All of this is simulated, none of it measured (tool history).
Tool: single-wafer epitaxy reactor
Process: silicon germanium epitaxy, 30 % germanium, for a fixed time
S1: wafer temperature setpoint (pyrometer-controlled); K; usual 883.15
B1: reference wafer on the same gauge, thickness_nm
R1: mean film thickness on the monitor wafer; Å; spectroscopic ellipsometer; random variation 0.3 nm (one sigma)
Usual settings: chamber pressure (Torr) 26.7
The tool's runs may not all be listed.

Run 1, hour 0.0: usual settings; B1 81.496. Result: R1 754.61 Å.
Run 2, hour 41.3: usual settings; B1 81.492. Result: R1 760.36 Å.
Run 3, hour 108.0: usual settings; B1 81.517. Result: R1 759.73 Å.
Run 4, hour 176.4: usual settings; B1 81.523. Result: R1 749.71 Å.
Run 5, hour 233.5: usual settings; B1 81.523. Result: R1 753.05 Å.
Run 6, hour 276.3: usual settings; B1 81.501. Result: R1 755.99 Å.
Run 7, hour 326.2: usual settings; B1 81.413. Result: R1 753.13 Å.
Run 8, hour 393.7: usual settings; B1 81.519. Result: R1 753.96 Å.
Run 9, hour 420.8: usual settings; B1 81.375. Result: R1 745.00 Å.
Run 10, hour 458.1: usual settings; B1 81.453. Result: R1 748.67 Å.
At hour 522.1: capacitance manometer re-zeroed and calibrated.
Run 11, hour 527.4: usual settings but S1 890.15 K, chamber pressure (Torr) 22.2; B1 81.483. Result: R1 786.90 Å.
At hour 530.8: gauge calibrated.
Run 12, hour 596.2: usual settings; B1 81.505. Result: R1 769.46 Å.
Run 13, hour 642.3: usual settings; B1 81.485. Result: R1 774.78 Å.
Run 14, hour 704.9: usual settings; B1 81.475. Result: R1 779.95 Å.
Run 15, hour 762.0: usual settings but chamber pressure (Torr) 29.0; B1 81.467. Result: R1 803.54 Å.
Run 16, hour 800.2: usual settings but S1 892.15 K, chamber pressure (Torr) 33.3; B1 81.464. Result: R1 1010.64 Å.
Run 17, hour 832.4: usual settings but S1 889.15 K; B1 81.483. Result: R1 849.10 Å.
Run 18, hour 886.5: usual settings but chamber pressure (Torr) 24.7; B1 81.572. Result: R1 738.84 Å.
Run 19, hour 930.1: usual settings but S1 888.15 K, chamber pressure (Torr) 23.6; B1 81.538. Result: R1 785.91 Å.
At hour 940.6: pyrometer calibrated.
Run 20, hour 1026.8: usual settings but S1 870.15 K; B1 81.574. Result: R1 612.04 Å.
Run 21, hour 1060.5: usual settings; B1 81.528. Result: R1 770.04 Å.
Run 22, hour 1113.4: usual settings but S1 895.15 K; B1 81.516. Result: R1 951.44 Å.
Run 23, hour 1162.0: usual settings; B1 81.446. Result: R1 768.88 Å.
At hour 1211.6: showerhead replaced.
Run 24, hour 1212.1: usual settings but S1 874.15 K, chamber pressure (Torr) 24.8; B1 81.452. Result: R1 629.86 Å.
Run 25, hour 1275.6: usual settings but S1 895.15 K, chamber pressure (Torr) 22.1; B1 81.464. Result: R1 853.92 Å.
Run 26, hour 1307.1: usual settings but chamber pressure (Torr) 24.2; B1 81.549. Result: R1 731.15 Å.
Run 27, hour 1335.9: usual settings; B1 81.455. Result: R1 765.00 Å.
Run 28, hour 1400.4: usual settings; B1 81.448. Result: R1 766.24 Å.
At hour 1415.7: gauge calibrated.
Run 29, hour 1452.8: usual settings but S1 876.15 K, chamber pressure (Torr) 32.5; B1 81.432. Result: R1 748.35 Å.
Run 30, hour 1489.7: usual settings but S1 878.15 K, chamber pressure (Torr) 24.2; B1 81.537. Result: R1 661.32 Å.
Run 31, hour 1553.7: usual settings but chamber pressure (Torr) 32.1; B1 81.450. Result: R1 843.67 Å.

Forecast each of these 5 alternatives for the next run:
Run A, hour 1554.1: usual settings; B1 ?. Result: R1 ?.
Run B, hour 1554.1: usual settings but chamber pressure (Torr) 30.9; B1 ?. Result: R1 ?.
Run C, hour 1554.1: usual settings but S1 890.15 K, chamber pressure (Torr) 22.7; B1 ?. Result: R1 ?.
Run D, hour 1554.1: usual settings but S1 876.15 K; B1 ?. Result: R1 ?.
Run E, hour 1554.1: usual settings but S1 894.15 K, chamber pressure (Torr) 29.1; B1 ?. Result: R1 ?.

run      B1      R1
  A  81.423  760.71
  B  81.423  820.64
  C  81.423  786.42
  D  81.423  672.11
  E  81.423  963.01
Without the tool's hidden state the same runs would have given:
run      R1
  A  767.90
  B  828.41
  C  793.86
  D  678.47
  E  972.12

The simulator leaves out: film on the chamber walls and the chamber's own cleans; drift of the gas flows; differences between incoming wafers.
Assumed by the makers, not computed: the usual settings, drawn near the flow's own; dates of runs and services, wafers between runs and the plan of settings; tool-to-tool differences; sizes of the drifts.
